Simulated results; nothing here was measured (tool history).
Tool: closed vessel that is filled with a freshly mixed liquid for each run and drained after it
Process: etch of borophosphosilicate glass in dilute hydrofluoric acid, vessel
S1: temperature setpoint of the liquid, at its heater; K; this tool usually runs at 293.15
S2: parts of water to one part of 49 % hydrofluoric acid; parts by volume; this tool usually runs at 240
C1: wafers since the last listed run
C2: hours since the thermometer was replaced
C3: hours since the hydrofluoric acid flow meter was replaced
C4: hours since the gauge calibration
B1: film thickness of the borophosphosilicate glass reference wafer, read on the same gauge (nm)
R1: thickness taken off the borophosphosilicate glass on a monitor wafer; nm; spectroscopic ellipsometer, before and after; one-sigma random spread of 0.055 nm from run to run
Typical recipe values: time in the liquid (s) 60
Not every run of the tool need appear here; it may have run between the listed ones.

{"run": 1, "hour": 0.0, "S1": 294.15, "S2": 240, "time in the liquid (s)": 60, "C1": 0, "C2": 2296.0, "C3": 1005.4, "C4": 372.5, "B1": 129.99, "R1": 6.97}
{"hour": 5.5, "done": "gauge calibrated"}
{"run": 2, "hour": 17.4, "S1": 294.15, "S2": 240, "time in the liquid (s)": 60, "C1": 2274, "C2": 2313.4, "C3": 1022.8, "C4": 11.9, "B1": 130.03, "R1": 6.96}
{"run": 3, "hour": 45.1, "S1": 294.15, "S2": 240, "time in the liquid (s)": 60, "C1": 3620, "C2": 2341.1, "C3": 1050.5, "C4": 39.6, "B1": 129.98, "R1": 6.91}
{"run": 4, "hour": 77.3, "S1": 293.15, "S2": 240, "time in the liquid (s)": 60, "C1": 4208, "C2": 2373.3, "C3": 1082.7, "C4": 71.8, "B1": 130.02, "R1": 6.77}
{"run": 5, "hour": 107.6, "S1": 293.15, "S2": 240, "time in the liquid (s)": 60, "C1": 3960, "C2": 2403.6, "C3": 1113.0, "C4": 102.1, "B1": 130.01, "R1": 6.71}
{"run": 6, "hour": 142.2, "S1": 293.15, "S2": 240, "time in the liquid (s)": 60, "C1": 4522, "C2": 2438.2, "C3": 1147.6, "C4": 136.7, "B1": 130.0, "R1": 6.72}
{"run": 7, "hour": 155.6, "S1": 293.15, "S2": 240, "time in the liquid (s)": 60, "C1": 1751, "C2": 2451.6, "C3": 1161.0, "C4": 150.1, "B1": 129.96, "R1": 6.69}
{"run": 8, "hour": 185.3, "S1": 293.15, "S2": 240, "time in the liquid (s)": 60, "C1": 3881, "C2": 2481.3, "C3": 1190.7, "C4": 179.8, "B1": 129.98, "R1": 6.72}
{"run": 9, "hour": 210.2, "S1": 293.15, "S2": 240, "time in the liquid (s)": 60, "C1": 3254, "C2": 2506.2, "C3": 1215.6, "C4": 204.7, "B1": 129.94, "R1": 6.69}
{"run": 10, "hour": 224.0, "S1": 293.15, "S2": 240, "time in the liquid (s)": 60, "C1": 1803, "C2": 2520.0, "C3": 1229.4, "C4": 218.5, "B1": 130.02, "R1": 6.72}
{"run": 11, "hour": 243.2, "S1": 293.15, "S2": 240, "time in the liquid (s)": 60, "C1": 2509, "C2": 2539.2, "C3": 1248.6, "C4": 237.7, "B1": 130.0, "R1": 6.82}

Forecast run 12:
{"run": 12, "hour": 270.5, "S1": 296.65, "S2": 240, "time in the liquid (s)": 60, "C1": 3568, "C2": 2566.5, "C3": 1275.9, "C4": 265.0, "B1": "?", "R1": "?"}

Run 12 produced B1 130.01, R1 7.59 nm.
With no hidden state in the tool, this same run would have given R1 7.59 nm.
